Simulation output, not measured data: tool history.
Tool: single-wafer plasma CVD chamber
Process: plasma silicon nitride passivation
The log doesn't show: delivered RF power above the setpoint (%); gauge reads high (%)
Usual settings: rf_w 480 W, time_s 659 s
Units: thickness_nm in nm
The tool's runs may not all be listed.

| run | hour | rf_w | time_s | wafers since the last listed run | hours since the last RF generator calibration | hours since the showerhead was replaced | hours since the gauge calibration | read-back reference wafer on the same gauge, thickness_nm | thickness_nm |
|---|---|---|---|---|---|---|---|---|---|
| 1 | 0 | 480 | 659 | 0 | 1134.2 | 1418.3 | 137.6 | 1147.545 | 963.701 |
| 2 | 53.9 | 480 | 659 | 108 | 1188.1 | 1472.2 | 191.5 | 1147.031 | 954.616 |
| 3 | 101 | 480 | 659 | 95 | 1235.2 | 1519.3 | 238.6 | 1147.96 | 951.779 |
| 4 | 140.4 | 480 | 659 | 79 | 1274.6 | 1558.7 | 278 | 1148.908 | 954.222 |
| 5 | 172.3 | 405 | 659 | 64 | 1306.5 | 1590.6 | 309.9 | 1148.202 | 910.562 |
| 6 | 210.2 | 480 | 659 | 76 | 1344.4 | 1628.5 | 347.8 | 1147.982 | 956.799 |
| 7 | 271.2 | 480 | 659 | 123 | 1405.4 | 1689.5 | 408.8 | 1149.922 | 953.524 |
| 8 | 335.2 | 480 | 659 | 129 | 1469.4 | 1753.5 | 472.8 | 1148.727 | 953.431 |
| 9 | 404.5 | 430 | 691 | 139 | 1538.7 | 1822.8 | 542.1 | 1148.478 | 963.488 |
| 10 | 460.7 | 430 | 691 | 113 | 1594.9 | 1879 | 598.3 | 1149.576 | 971.92 |
| 11 | 523.3 | 430 | 691 | 126 | 1657.5 | 1941.6 | 660.9 | 1147.637 | 972.749 |
| 12 | 560.5 | 480 | 591 | 75 | 1694.7 | 1978.8 | 698.1 | 1149.169 | 850.466 |
| 13 | 616.6 | 425 | 659 | 113 | 1750.8 | 2034.9 | 754.2 | 1147.672 | 925.223 |
|  | 635.1 | RF generator calibrated |
| 14 | 653.5 | 425 | 659 | 58 | 18.4 | 2071.8 | 791.1 | 1148.809 | 941.722 |
| 15 | 708.6 | 425 | 659 | 111 | 73.5 | 2126.9 | 846.2 | 1150.28 | 939.467 |
|  | 743.8 | showerhead replaced |
| 16 | 773.2 | 480 | 659 | 114 | 138.1 | 29.4 | 910.8 | 1148.259 | 976.619 |
|  | 786.7 | gauge calibrated |
| 17 | 808.9 | 480 | 659 | 72 | 173.8 | 65.1 | 22.2 | 1148.3 | 972.804 |
| 18 | 856.8 | 480 | 659 | 96 | 221.7 | 113 | 70.1 | 1149.802 | 977.222 |
| 19 | 917 | 480 | 659 | 121 | 281.9 | 173.2 | 130.3 | 1150.376 | 970.451 |
| 20 | 965.6 | 445 | 618 | 98 | 330.5 | 221.8 | 178.9 | 1148.606 | 891.294 |
| 21 | 991.2 | 480 | 659 | 51 | 356.1 | 247.4 | 204.5 | 1149.174 | 968.493 |
| 22 | 1035.7 | 515 | 659 | 89 | 400.6 | 291.9 | 249 | 1147.141 | 983.222 |
| 23 | 1101.2 | 430 | 659 | 132 | 466.1 | 357.4 | 314.5 | 1148.003 | 934.424 |
| 24 | 1142.2 | 480 | 537 | 82 | 507.1 | 398.4 | 355.5 | 1147.599 | 785.53 |
| 25 | 1180.7 | 480 | 659 | 77 | 545.6 | 436.9 | 394 | 1149.511 | 964.572 |
| 26 | 1229.2 | 480 | 659 | 97 | 594.1 | 485.4 | 442.5 | 1150.102 | 958.409 |
| 27 | 1284.6 | 480 | 617 | 111 | 649.5 | 540.8 | 497.9 | 1149.295 | 900.669 |
| 28 | 1319.6 | 545 | 712 | 70 | 684.5 | 575.8 | 532.9 | 1147.803 | 1073.635 |
| 29 | 1364.4 | 390 | 713 | 90 | 729.3 | 620.6 | 577.7 | 1149.655 | 980.851 |
| 30 | 1424.7 | 480 | 659 | 121 | 789.6 | 680.9 | 638 | 1149.202 | 965.145 |
| 31 | 1477 | 480 | 553 | 105 | 841.9 | 733.2 | 690.3 | 1149.931 | 803.998 |
| 32 | 1530.4 | 395 | 731 | 107 | 895.3 | 786.6 | 743.7 | 1148.556 | 999.796 |

What the log doesn't show, run by run:
gauge reads high (%): 0 in every run
H1: delivered RF power above the setpoint (%)
| run | H1 |
|---|---|
| 1 | -8.35 |
| 2 | -8.47 |
| 3 | -8.57 |
| 4 | -8.64 |
| 5 | -8.7 |
| 6 | -8.77 |
| 7 | -8.86 |
| 8 | -8.96 |
| 9 | -9.05 |
| 10 | -9.12 |
| 11 | -9.18 |
| 12 | -9.22 |
| 13 | -9.28 |
| 14 | -0.993 |
| 15 | -1.64 |
| 16 | -2.34 |
| 17 | -2.7 |
| 18 | -3.15 |
| 19 | -3.67 |
| 20 | -4.06 |
| 21 | -4.26 |
| 22 | -4.58 |
| 23 | -5.01 |
| 24 | -5.26 |
| 25 | -5.48 |
| 26 | -5.74 |
| 27 | -6.02 |
| 28 | -6.18 |
| 29 | -6.37 |
| 30 | -6.62 |
| 31 | -6.81 |
| 32 | -6.99 |
